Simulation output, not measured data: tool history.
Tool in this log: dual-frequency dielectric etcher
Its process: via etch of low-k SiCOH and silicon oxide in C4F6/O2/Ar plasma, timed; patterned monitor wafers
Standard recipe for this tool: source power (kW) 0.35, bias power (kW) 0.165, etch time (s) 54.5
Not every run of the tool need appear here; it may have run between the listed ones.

| run | hour | source power (kW) | bias power (kW) | etch time (s) | wafers since the last listed run | hours since the last wet clean | hours since the last source power generator calibration | hours since the last bias power generator calibration | hours since the last upper electrode change | hours since the gauge calibration | read-back reference wafer on the same gauge, depth_nm | mean etch depth across the wafer (nm) |
|---|---|---|---|---|---|---|---|---|---|---|---|---|
| 1 | 0 | 0.35 | 0.165 | 54.5 | 0 | 309.4 | 3636.8 | 4414.9 | 5301.8 | 191.1 | 124 | 137.2 |
| 2 | 55 | 0.35 | 0.165 | 58 | 739 | 364.4 | 3691.8 | 4469.9 | 5356.8 | 246.1 | 123.9 | 145.9 |
| 3 | 69 | 0.35 | 0.165 | 58 | 188 | 378.4 | 3705.8 | 4483.9 | 5370.8 | 260.1 | 124 | 145.8 |
| 4 | 82.5 | 0.35 | 0.165 | 59.5 | 181 | 391.9 | 3719.3 | 4497.4 | 5384.3 | 273.6 | 124.1 | 149.3 |
| 5 | 114 | 0.35 | 0.165 | 59.5 | 423 | 423.4 | 3750.8 | 4528.9 | 5415.8 | 305.1 | 124 | 148.9 |
| 6 | 142.5 | 0.35 | 0.184 | 46.5 | 383 | 451.9 | 3779.3 | 4557.4 | 5444.3 | 333.6 | 124 | 120.4 |
| 7 | 157.9 | 0.35 | 0.184 | 46.5 | 206 | 467.3 | 3794.7 | 4572.8 | 5459.7 | 349 | 124 | 120.7 |
| 8 | 176.5 | 0.35 | 0.165 | 64.5 | 250 | 485.9 | 3813.3 | 4591.4 | 5478.3 | 367.6 | 124 | 160.6 |
| 9 | 188.7 | 0.35 | 0.165 | 64.5 | 163 | 498.1 | 3825.5 | 4603.6 | 5490.5 | 379.8 | 124 | 161.8 |
| 10 | 216.5 | 0.35 | 0.178 | 54.5 | 373 | 525.9 | 3853.3 | 4631.4 | 5518.3 | 407.6 | 123.9 | 138.1 |
|  | 265.5 | wet clean of the chamber |
| 11 | 266 | 0.35 | 0.178 | 54.5 | 342 | 0.5 | 3902.8 | 4680.9 | 5567.8 | 457.1 | 124 | 144.6 |
| 12 | 266.3 | 0.42 | 0.165 | 63.5 | 4 | 0.8 | 3903.1 | 4681.2 | 5568.1 | 457.4 | 123.9 | 175 |
| 13 | 285.7 | 0.42 | 0.165 | 63.5 | 260 | 20.2 | 3922.5 | 4700.6 | 5587.5 | 476.8 | 124 | 172.1 |
|  | 293.1 | bias power generator calibrated |
| 14 | 311.7 | 0.42 | 0.165 | 63.5 | 295 | 46.2 | 3948.5 | 18.6 | 5613.5 | 502.8 | 124 | 174.2 |
|  | 315.8 | gauge calibrated |
|  | 362.5 | upper electrode replaced |
| 15 | 363 | 0.38 | 0.14 | 43 | 366 | 97.5 | 3999.8 | 69.9 | 0.5 | 47.2 | 124 | 107.1 |
| 16 | 363.4 | 0.35 | 0.14 | 61 | 5 | 97.9 | 4000.2 | 70.3 | 0.9 | 47.6 | 124 | 149 |
| 17 | 381 | 0.32 | 0.152 | 54.5 | 236 | 115.5 | 4017.8 | 87.9 | 18.5 | 65.2 | 124 | 132.2 |
| 18 | 411.9 | 0.43 | 0.165 | 40 | 415 | 146.4 | 4048.7 | 118.8 | 49.4 | 96.1 | 124 | 110 |
| 19 | 438.1 | 0.35 | 0.165 | 54.5 | 352 | 172.6 | 4074.9 | 145 | 75.6 | 122.3 | 124 | 139.8 |
|  | 459.3 | source power generator calibrated |
| 20 | 460.8 | 0.28 | 0.165 | 62.5 | 251 | 195.3 | 1.5 | 167.7 | 98.3 | 145 | 124.1 | 149.7 |
| 21 | 490.8 | 0.44 | 0.165 | 64 | 403 | 225.3 | 31.5 | 197.7 | 128.3 | 175 | 124.1 | 173.9 |
| 22 | 506.1 | 0.35 | 0.165 | 68 | 205 | 240.6 | 46.8 | 213 | 143.6 | 190.3 | 124 | 171.9 |
| 23 | 518.2 | 0.35 | 0.19 | 42.5 | 162 | 252.7 | 58.9 | 225.1 | 155.7 | 202.4 | 124 | 112.9 |
| 24 | 541 | 0.3 | 0.13 | 54.5 | 306 | 275.5 | 81.7 | 247.9 | 178.5 | 225.2 | 123.9 | 121.3 |
| 25 | 574.1 | 0.35 | 0.165 | 54.5 | 444 | 308.6 | 114.8 | 281 | 211.6 | 258.3 | 124 | 137.5 |
| 26 | 593.2 | 0.4 | 0.146 | 48.5 | 256 | 327.7 | 133.9 | 300.1 | 230.7 | 277.4 | 124 | 122.1 |
| 27 | 617.8 | 0.27 | 0.133 | 54.5 | 330 | 352.3 | 158.5 | 324.7 | 255.3 | 302 | 124.1 | 118.4 |
| 28 | 640.6 | 0.35 | 0.139 | 45.5 | 306 | 375.1 | 181.3 | 347.5 | 278.1 | 324.8 | 124.1 | 108.4 |

Exercise: give the hidden state of the tool at every run:
source power that arrives over what is set, %: 0 across all the runs
bias power that arrives over what is set, %: 0 across all the runs
gauge reads high (%): 0 across all the runs
H1: etch rate over this chamber's usual, %
| run | H1 |
|---|---|
| 1 | -2.61 |
| 2 | -3.01 |
| 3 | -3.11 |
| 4 | -3.21 |
| 5 | -3.44 |
| 6 | -3.65 |
| 7 | -3.76 |
| 8 | -3.9 |
| 9 | -3.98 |
| 10 | -4.19 |
| 11 | 0.317 |
| 12 | 0.315 |
| 13 | 0.173 |
| 14 | -0.0164 |
| 15 | -0.391 |
| 16 | -0.394 |
| 17 | -0.522 |
| 18 | -0.748 |
| 19 | -0.939 |
| 20 | -1.11 |
| 21 | -1.32 |
| 22 | -1.44 |
| 23 | -1.52 |
| 24 | -1.69 |
| 25 | -1.93 |
| 26 | -2.07 |
| 27 | -2.25 |
| 28 | -2.42 |
